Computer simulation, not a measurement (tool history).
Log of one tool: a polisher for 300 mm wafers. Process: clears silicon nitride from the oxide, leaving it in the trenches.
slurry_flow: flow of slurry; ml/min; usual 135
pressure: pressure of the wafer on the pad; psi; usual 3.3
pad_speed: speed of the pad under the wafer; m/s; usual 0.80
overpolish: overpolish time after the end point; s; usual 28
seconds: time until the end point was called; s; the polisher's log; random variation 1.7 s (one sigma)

run,hour,slurry_flow,pressure,pad_speed,overpolish,wafers since the last listed run,wafers polished on this pad,hours since the slurry nozzle was cleaned,hours since the head pressure was calibrated,"incoming thickness of the incoming film, nm",seconds
1,0.0,135,3.3,0.80,28,0,882,194.8,454.0,101.1,129.2
# hour 9.4: worn pad replaced by a new one
2,17.9,135,3.3,0.80,28,125,77,212.7,471.9,99.3,117.2
3,43.4,135,3.3,0.80,28,230,308,238.2,497.4,100.9,122.0
4,63.1,135,3.3,0.80,28,178,486,257.9,517.1,100.3,122.9
5,96.7,135,3.3,0.80,28,304,790,291.5,550.7,98.4,121.4
6,112.3,135,3.3,0.80,28,141,931,307.1,566.3,101.0,132.1
# hour 137.8: worn pad replaced by a new one
7,138.3,135,2.6,0.80,28,199,4,333.1,592.3,98.9,154.0
8,149.7,135,2.6,0.80,28,103,108,344.5,603.7,100.3,152.9
9,168.3,135,3.3,0.80,28,168,276,363.1,622.3,100.8,119.2
# hour 194.3: head pressure recalibrated
10,212.0,135,3.3,0.80,28,377,653,406.8,17.7,101.1,123.6
# hour 224.5: slurry nozzle cleaned
11,243.1,135,3.3,0.80,28,272,926,18.6,48.8,99.5,127.3
# hour 264.7: worn pad replaced by a new one
12,268.8,135,3.3,0.80,28,196,37,44.3,74.5,99.2,116.0
13,282.8,135,3.3,0.80,19,126,163,58.3,88.5,100.8,118.8
14,306.4,165,2.5,0.80,44,213,377,81.9,112.1,100.0,150.1
15,337.1,115,3.3,0.54,28,277,655,112.6,142.8,100.2,161.4
16,358.4,135,3.3,1.06,24,192,848,133.9,164.1,100.4,105.9
# hour 373.3: worn pad replaced by a new one
17,387.0,120,3.3,0.80,28,222,124,162.5,192.7,98.8,121.1
18,418.3,135,3.3,0.80,28,283,407,193.8,224.0,98.9,122.6
19,448.0,170,3.6,0.60,28,268,676,223.5,253.7,101.3,135.2
20,476.7,135,3.3,1.02,19,259,936,252.2,282.4,100.9,116.1
21,493.5,125,3.3,0.64,35,152,1088,269.0,299.2,99.8,157.9
# hour 499.8: worn pad replaced by a new one
22,538.4,135,3.3,0.80,28,370,349,313.9,344.1,102.0,123.3
23,560.9,135,3.3,0.80,28,203,552,336.4,366.6,100.4,124.0
24,593.0,135,3.3,0.80,38,290,843,368.5,398.7,101.7,130.8
# hour 626.6: worn pad replaced by a new one
25,627.1,175,3.8,0.60,32,272,4,402.6,432.8,98.7,114.1

What the log doesn't show, run by run:
slurry flow missing at the pad, %: 0 in every run
deviation of the head's pressure from its setpoint, %: 0 in every run
H1: removal rate lost through wear of the pad, %
run,H1
1,7.29
2,0.437
3,1.26
4,2.56
5,6.14
6,8.38
7,1.03
8,1.14
9,1.74
10,5.19
11,9.41
12,0.025
13,0.26
14,1.33
15,3.97
16,6.64
17,3.06
18,4.45
19,7.14
20,11
21,13.8
22,2.78
23,4.47
24,8.21
25,0.945

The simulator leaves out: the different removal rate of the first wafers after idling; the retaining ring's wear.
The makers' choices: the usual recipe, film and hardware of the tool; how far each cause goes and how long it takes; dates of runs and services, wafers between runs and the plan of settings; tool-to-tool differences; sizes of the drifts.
